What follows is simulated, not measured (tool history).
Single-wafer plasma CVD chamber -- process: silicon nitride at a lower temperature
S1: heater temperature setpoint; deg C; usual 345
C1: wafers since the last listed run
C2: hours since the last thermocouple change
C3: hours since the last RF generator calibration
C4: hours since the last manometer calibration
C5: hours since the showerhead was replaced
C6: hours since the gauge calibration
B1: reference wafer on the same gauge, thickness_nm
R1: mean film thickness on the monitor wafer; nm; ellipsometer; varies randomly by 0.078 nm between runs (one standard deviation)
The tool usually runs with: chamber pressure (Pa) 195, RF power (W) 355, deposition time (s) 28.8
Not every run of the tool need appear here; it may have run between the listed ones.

{"run": 1, "hour": 0.0, "S1": 345, "chamber pressure (Pa)": 195, "RF power (W)": 355, "deposition time (s)": 28.8, "C1": 0, "C2": 3068.8, "C3": 1359.5, "C4": 1404.1, "C5": 4812.6, "C6": 811.2, "B1": 40.402, "R1": 35.55}
{"run": 2, "hour": 17.3, "S1": 345, "chamber pressure (Pa)": 195, "RF power (W)": 355, "deposition time (s)": 28.8, "C1": 533, "C2": 3086.1, "C3": 1376.8, "C4": 1421.4, "C5": 4829.9, "C6": 828.5, "B1": 40.408, "R1": 35.6}
{"run": 3, "hour": 49.8, "S1": 345, "chamber pressure (Pa)": 195, "RF power (W)": 355, "deposition time (s)": 28.8, "C1": 1001, "C2": 3118.6, "C3": 1409.3, "C4": 1453.9, "C5": 4862.4, "C6": 861.0, "B1": 40.389, "R1": 35.534}
{"run": 4, "hour": 75.2, "S1": 345, "chamber pressure (Pa)": 195, "RF power (W)": 355, "deposition time (s)": 28.8, "C1": 782, "C2": 3144.0, "C3": 1434.7, "C4": 1479.3, "C5": 4887.8, "C6": 886.4, "B1": 40.396, "R1": 35.48}
{"run": 5, "hour": 87.5, "S1": 345, "chamber pressure (Pa)": 195, "RF power (W)": 355, "deposition time (s)": 28.8, "C1": 379, "C2": 3156.3, "C3": 1447.0, "C4": 1491.6, "C5": 4900.1, "C6": 898.7, "B1": 40.382, "R1": 35.602}
{"run": 6, "hour": 120.8, "S1": 345, "chamber pressure (Pa)": 195, "RF power (W)": 355, "deposition time (s)": 28.8, "C1": 1026, "C2": 3189.6, "C3": 1480.3, "C4": 1524.9, "C5": 4933.4, "C6": 932.0, "B1": 40.366, "R1": 35.539}
{"run": 7, "hour": 133.9, "S1": 345, "chamber pressure (Pa)": 195, "RF power (W)": 355, "deposition time (s)": 28.8, "C1": 403, "C2": 3202.7, "C3": 1493.4, "C4": 1538.0, "C5": 4946.5, "C6": 945.1, "B1": 40.404, "R1": 35.625}
{"hour": 150.3, "done": "gauge calibrated"}
{"run": 8, "hour": 152.5, "S1": 357, "chamber pressure (Pa)": 195, "RF power (W)": 355, "deposition time (s)": 28.8, "C1": 573, "C2": 3221.3, "C3": 1512.0, "C4": 1556.6, "C5": 4965.1, "C6": 2.2, "B1": 40.402, "R1": 35.355}
{"run": 9, "hour": 179.9, "S1": 357, "chamber pressure (Pa)": 195, "RF power (W)": 355, "deposition time (s)": 28.8, "C1": 844, "C2": 3248.7, "C3": 1539.4, "C4": 1584.0, "C5": 4992.5, "C6": 29.6, "B1": 40.385, "R1": 35.328}
{"hour": 207.4, "done": "RF generator calibrated"}
{"run": 10, "hour": 209.9, "S1": 345, "chamber pressure (Pa)": 195, "RF power (W)": 355, "deposition time (s)": 28.8, "C1": 677, "C2": 3278.7, "C3": 2.5, "C4": 1614.0, "C5": 5022.5, "C6": 59.6, "B1": 40.397, "R1": 35.399}
{"run": 11, "hour": 238.0, "S1": 345, "chamber pressure (Pa)": 195, "RF power (W)": 355, "deposition time (s)": 28.8, "C1": 865, "C2": 3306.8, "C3": 30.6, "C4": 1642.1, "C5": 5050.6, "C6": 87.7, "B1": 40.385, "R1": 35.457}
{"run": 12, "hour": 257.3, "S1": 354, "chamber pressure (Pa)": 195, "RF power (W)": 420, "deposition time (s)": 28.8, "C1": 594, "C2": 3326.1, "C3": 49.9, "C4": 1661.4, "C5": 5069.9, "C6": 107.0, "B1": 40.39, "R1": 39.374}
{"run": 13, "hour": 289.3, "S1": 358, "chamber pressure (Pa)": 229, "RF power (W)": 380, "deposition time (s)": 24.6, "C1": 986, "C2": 3358.1, "C3": 81.9, "C4": 1693.4, "C5": 5101.9, "C6": 139.0, "B1": 40.398, "R1": 32.698}
{"hour": 315.6, "done": "thermocouple changed; heater temperature recalibrated"}
{"run": 14, "hour": 316.1, "S1": 345, "chamber pressure (Pa)": 195, "RF power (W)": 355, "deposition time (s)": 28.8, "C1": 579, "C2": 0.5, "C3": 108.7, "C4": 1720.2, "C5": 5128.7, "C6": 165.8, "B1": 40.407, "R1": 35.656}
{"run": 15, "hour": 331.4, "S1": 345, "chamber pressure (Pa)": 229, "RF power (W)": 355, "deposition time (s)": 25.5, "C1": 471, "C2": 15.8, "C3": 124.0, "C4": 1735.5, "C5": 5144.0, "C6": 181.1, "B1": 40.404, "R1": 32.444}
{"run": 16, "hour": 361.1, "S1": 358, "chamber pressure (Pa)": 195, "RF power (W)": 295, "deposition time (s)": 28.8, "C1": 915, "C2": 45.5, "C3": 153.7, "C4": 1765.2, "C5": 5173.7, "C6": 210.8, "B1": 40.401, "R1": 31.324}
{"run": 17, "hour": 394.1, "S1": 345, "chamber pressure (Pa)": 224, "RF power (W)": 355, "deposition time (s)": 33.0, "C1": 1016, "C2": 78.5, "C3": 186.7, "C4": 1798.2, "C5": 5206.7, "C6": 243.8, "B1": 40.394, "R1": 41.945}
{"run": 18, "hour": 416.1, "S1": 339, "chamber pressure (Pa)": 173, "RF power (W)": 375, "deposition time (s)": 32.5, "C1": 677, "C2": 100.5, "C3": 208.7, "C4": 1820.2, "C5": 5228.7, "C6": 265.8, "B1": 40.398, "R1": 40.826}
{"run": 19, "hour": 433.1, "S1": 345, "chamber pressure (Pa)": 195, "RF power (W)": 355, "deposition time (s)": 25.7, "C1": 523, "C2": 117.5, "C3": 225.7, "C4": 1837.2, "C5": 5245.7, "C6": 282.8, "B1": 40.405, "R1": 31.763}
{"run": 20, "hour": 457.2, "S1": 358, "chamber pressure (Pa)": 195, "RF power (W)": 355, "deposition time (s)": 25.4, "C1": 742, "C2": 141.6, "C3": 249.8, "C4": 1861.3, "C5": 5269.8, "C6": 306.9, "B1": 40.405, "R1": 31.213}
{"hour": 472.1, "done": "showerhead replaced"}
{"hour": 492.8, "done": "capacitance manometer re-zeroed and calibrated"}
{"run": 21, "hour": 493.3, "S1": 355, "chamber pressure (Pa)": 195, "RF power (W)": 355, "deposition time (s)": 33.2, "C1": 619, "C2": 177.7, "C3": 285.9, "C4": 0.5, "C5": 21.2, "C6": 343.0, "B1": 40.426, "R1": 40.734}
{"run": 22, "hour": 510.5, "S1": 345, "chamber pressure (Pa)": 195, "RF power (W)": 355, "deposition time (s)": 28.8, "C1": 530, "C2": 194.9, "C3": 303.1, "C4": 17.7, "C5": 38.4, "C6": 360.2, "B1": 40.404, "R1": 35.478}
{"run": 23, "hour": 534.8, "S1": 345, "chamber pressure (Pa)": 195, "RF power (W)": 400, "deposition time (s)": 28.8, "C1": 748, "C2": 219.2, "C3": 327.4, "C4": 42.0, "C5": 62.7, "C6": 384.5, "B1": 40.384, "R1": 38.314}
{"run": 24, "hour": 570.3, "S1": 350, "chamber pressure (Pa)": 219, "RF power (W)": 290, "deposition time (s)": 33.3, "C1": 1094, "C2": 254.7, "C3": 362.9, "C4": 77.5, "C5": 98.2, "C6": 420.0, "B1": 40.433, "R1": 36.475}
{"run": 25, "hour": 593.7, "S1": 335, "chamber pressure (Pa)": 195, "RF power (W)": 355, "deposition time (s)": 28.8, "C1": 721, "C2": 278.1, "C3": 386.3, "C4": 100.9, "C5": 121.6, "C6": 443.4, "B1": 40.374, "R1": 35.631}
{"run": 26, "hour": 609.5, "S1": 345, "chamber pressure (Pa)": 195, "RF power (W)": 420, "deposition time (s)": 28.8, "C1": 486, "C2": 293.9, "C3": 402.1, "C4": 116.7, "C5": 137.4, "C6": 459.2, "B1": 40.432, "R1": 39.48}
{"run": 27, "hour": 640.1, "S1": 345, "chamber pressure (Pa)": 159, "RF power (W)": 355, "deposition time (s)": 28.8, "C1": 943, "C2": 324.5, "C3": 432.7, "C4": 147.3, "C5": 168.0, "C6": 489.8, "B1": 40.395, "R1": 34.201}
{"run": 28, "hour": 661.8, "S1": 345, "chamber pressure (Pa)": 195, "RF power (W)": 380, "deposition time (s)": 31.7, "C1": 668, "C2": 346.2, "C3": 454.4, "C4": 169.0, "C5": 189.7, "C6": 511.5, "B1": 40.418, "R1": 40.98}

Here are 5 independent what-if runs from the current tool condition. What would each one return?
{"run": "A", "hour": 662.2, "S1": 345, "chamber pressure (Pa)": 195, "RF power (W)": 355, "deposition time (s)": 28.8, "C1": 12, "C2": 346.6, "C3": 454.8, "C4": 169.4, "C5": 190.1, "C6": 511.9, "B1": "?", "R1": "?"}
{"run": "B", "hour": 662.2, "S1": 341, "chamber pressure (Pa)": 195, "RF power (W)": 355, "deposition time (s)": 28.8, "C1": 12, "C2": 346.6, "C3": 454.8, "C4": 169.4, "C5": 190.1, "C6": 511.9, "B1": "?", "R1": "?"}
{"run": "C", "hour": 662.2, "S1": 345, "chamber pressure (Pa)": 164, "RF power (W)": 415, "deposition time (s)": 25.3, "C1": 12, "C2": 346.6, "C3": 454.8, "C4": 169.4, "C5": 190.1, "C6": 511.9, "B1": "?", "R1": "?"}
{"run": "D", "hour": 662.2, "S1": 345, "chamber pressure (Pa)": 165, "RF power (W)": 300, "deposition time (s)": 28.8, "C1": 12, "C2": 346.6, "C3": 454.8, "C4": 169.4, "C5": 190.1, "C6": 511.9, "B1": "?", "R1": "?"}
{"run": "E", "hour": 662.2, "S1": 353, "chamber pressure (Pa)": 164, "RF power (W)": 290, "deposition time (s)": 30.8, "C1": 12, "C2": 346.6, "C3": 454.8, "C4": 169.4, "C5": 190.1, "C6": 511.9, "B1": "?", "R1": "?"}

run=A B1=40.432 R1=35.631
run=B B1=40.432 R1=35.677
run=C B1=40.432 R1=33.410
run=D B1=40.432 R1=30.870
run=E B1=40.432 R1=32.107
Had the tool no hidden state, the same runs would have come out as:
run=A R1=35.631
run=B R1=35.677
run=C R1=33.410
run=D R1=30.870
run=E R1=32.107
